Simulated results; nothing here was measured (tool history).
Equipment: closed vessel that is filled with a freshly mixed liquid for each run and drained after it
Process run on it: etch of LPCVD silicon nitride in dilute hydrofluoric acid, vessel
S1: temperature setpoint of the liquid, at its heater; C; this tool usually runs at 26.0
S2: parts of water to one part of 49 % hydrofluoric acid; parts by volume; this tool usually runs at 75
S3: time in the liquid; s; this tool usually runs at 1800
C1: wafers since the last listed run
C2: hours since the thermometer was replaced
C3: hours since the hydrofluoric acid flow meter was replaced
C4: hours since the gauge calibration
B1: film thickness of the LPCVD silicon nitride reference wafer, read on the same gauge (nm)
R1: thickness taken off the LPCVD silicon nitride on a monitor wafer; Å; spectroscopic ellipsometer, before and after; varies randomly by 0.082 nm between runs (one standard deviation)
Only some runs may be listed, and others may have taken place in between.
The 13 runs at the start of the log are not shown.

| run | hour | S1 | S2 | S3 | C1 | C2 | C3 | C4 | B1 | R1 |
|---|---|---|---|---|---|---|---|---|---|---|
| 14 | 599.5 | 26.0 | 75 | 2820 | 792 | 1036.3 | 673.3 | 2320.5 | 149.98 | 199.1 |
| 15 | 652.3 | 26.0 | 75 | 1800 | 1220 | 1089.1 | 726.1 | 2373.3 | 149.98 | 127.4 |
|  | 704.3 | thermometer replaced |
| 16 | 713.2 | 26.0 | 75 | 1800 | 1384 | 8.9 | 787.0 | 2434.2 | 150.02 | 126.9 |
| 17 | 742.6 | 24.0 | 60 | 1225 | 679 | 38.3 | 816.4 | 2463.6 | 149.97 | 94.6 |
| 18 | 776.5 | 28.5 | 75 | 2445 | 783 | 72.2 | 850.3 | 2497.5 | 150.04 | 204.4 |
| 19 | 845.2 | 26.0 | 75 | 1800 | 1587 | 140.9 | 919.0 | 2566.2 | 149.99 | 128.4 |
| 20 | 905.8 | 27.5 | 90 | 1800 | 1400 | 201.5 | 979.6 | 2626.8 | 150.05 | 117.0 |
| 21 | 972.5 | 24.5 | 40 | 2470 | 1541 | 268.2 | 1046.3 | 2693.5 | 150.01 | 292.2 |
|  | 1023.1 | gauge calibrated |
| 22 | 1026.0 | 26.0 | 75 | 1800 | 1236 | 321.7 | 1099.8 | 2.9 | 150.01 | 127.2 |
| 23 | 1061.2 | 22.0 | 75 | 1800 | 813 | 356.9 | 1135.0 | 38.1 | 149.97 | 98.0 |
| 24 | 1087.5 | 26.0 | 110 | 2845 | 607 | 383.2 | 1161.3 | 64.4 | 150.01 | 138.9 |
| 25 | 1156.2 | 26.0 | 75 | 1800 | 1587 | 451.9 | 1230.0 | 133.1 | 150.01 | 130.0 |
| 26 | 1197.4 | 30.0 | 100 | 2230 | 952 | 493.1 | 1271.2 | 174.3 | 150.00 | 157.2 |
| 27 | 1237.7 | 30.5 | 75 | 1465 | 931 | 533.4 | 1311.5 | 214.6 | 150.00 | 140.5 |
| 28 | 1272.3 | 21.5 | 50 | 1250 | 799 | 568.0 | 1346.1 | 249.2 | 150.06 | 98.7 |
| 29 | 1323.2 | 26.0 | 75 | 1800 | 1176 | 618.9 | 1397.0 | 300.1 | 150.03 | 130.0 |
| 30 | 1390.2 | 29.5 | 65 | 1010 | 1548 | 685.9 | 1464.0 | 367.1 | 150.03 | 105.5 |
| 31 | 1437.9 | 23.0 | 110 | 2570 | 1102 | 733.6 | 1511.7 | 414.8 | 150.00 | 106.0 |
| 32 | 1470.8 | 28.0 | 75 | 1325 | 760 | 766.5 | 1544.6 | 447.7 | 150.02 | 109.2 |

4 options for the next run, each taken on its own from the tool as it stands now. Forecast them:
| A | 1472.0 | 26.0 | 75 | 2240 | 27 | 767.7 | 1545.8 | 448.9 | ? | ? |
| B | 1472.0 | 23.0 | 60 | 2630 | 27 | 767.7 | 1545.8 | 448.9 | ? | ? |
| C | 1472.0 | 29.5 | 75 | 2730 | 27 | 767.7 | 1545.8 | 448.9 | ? | ? |
| D | 1472.0 | 27.5 | 75 | 915 | 27 | 767.7 | 1545.8 | 448.9 | ? | ? |

| run | B1 | R1 |
|---|---|---|
| A | 149.98 | 163.2 |
| B | 149.98 | 195.3 |
| C | 149.98 | 249.6 |
| D | 149.98 | 73.5 |
Take away the tool's hidden state, keep each run's random variation, and the runs would have read:
| run | R1 |
|---|---|
| A | 154.3 |
| B | 184.8 |
| C | 235.8 |
| D | 69.5 |

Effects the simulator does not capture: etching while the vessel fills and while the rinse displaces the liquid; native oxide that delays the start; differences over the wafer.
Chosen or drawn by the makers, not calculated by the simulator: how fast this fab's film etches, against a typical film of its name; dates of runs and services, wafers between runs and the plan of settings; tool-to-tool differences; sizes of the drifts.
